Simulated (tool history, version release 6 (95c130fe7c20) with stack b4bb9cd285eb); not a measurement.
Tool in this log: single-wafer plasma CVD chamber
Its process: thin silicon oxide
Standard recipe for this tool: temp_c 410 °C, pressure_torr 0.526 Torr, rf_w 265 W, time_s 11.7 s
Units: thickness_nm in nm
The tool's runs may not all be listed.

run	hour	temp_c	pressure_torr	rf_w	time_s	read-back reference wafer on the same gauge, thickness_nm	thickness_nm
1	0	410	0.492	265	13.1	11.308	12.885
2	58.8	410	0.492	265	13.1	11.29	12.861
3	98.6	410	0.492	265	13.1	11.303	12.875
4	141.1	410	0.526	265	11.7	11.295	12.197
5	192.8	410	0.526	265	11.7	11.308	12.177
# hour 217.4: capacitance manometer re-zeroed and calibrated
6	221.1	410	0.526	265	11.7	11.299	13.06
# hour 265.5: RF generator calibrated
7	288	410	0.526	250	10	11.311	10.922
8	316.2	410	0.647	265	12.3	11.305	16.523
9	355.8	419	0.643	240	11.7	11.301	15.097
# hour 366.8: gauge calibrated
# hour 378.8: thermocouple changed; heater temperature recalibrated
10	400.4	410	0.526	235	13.2	11.314	14.171
11	438.4	410	0.45	300	9.5	11.298	9.542
# hour 469.2: showerhead replaced
12	504.5	410	0.526	265	11.7	11.312	12.988
13	542.7	410	0.414	285	11.7	11.302	10.668
14	572.7	399	0.526	215	11.7	11.309	12.284
15	629.7	410	0.526	265	11.7	11.305	13.003

Hidden state or all else? Some run-to-run changes of thickness_nm, split into what the settings, what came in and random variation would give without the hidden state, and what is left for the hidden state (with any gauge scatter that isn't in both results):
The hidden state here: wafer temperature above the value expected at the setpoint (K); delivered RF power above the setpoint (%); true pressure above the setpoint (%); gauge reads high (%).
Run 5 -> 6: capacitance manometer re-zeroed and calibrated. thickness_nm +0.883 nm: hidden state +0.853, all else +0.03.
Run 7 -> 8: pressure_torr 0.526 -> 0.647, rf_w 250 -> 265, time_s 10 -> 12.3. thickness_nm +5.601 nm: hidden state +0.019, all else +5.582.

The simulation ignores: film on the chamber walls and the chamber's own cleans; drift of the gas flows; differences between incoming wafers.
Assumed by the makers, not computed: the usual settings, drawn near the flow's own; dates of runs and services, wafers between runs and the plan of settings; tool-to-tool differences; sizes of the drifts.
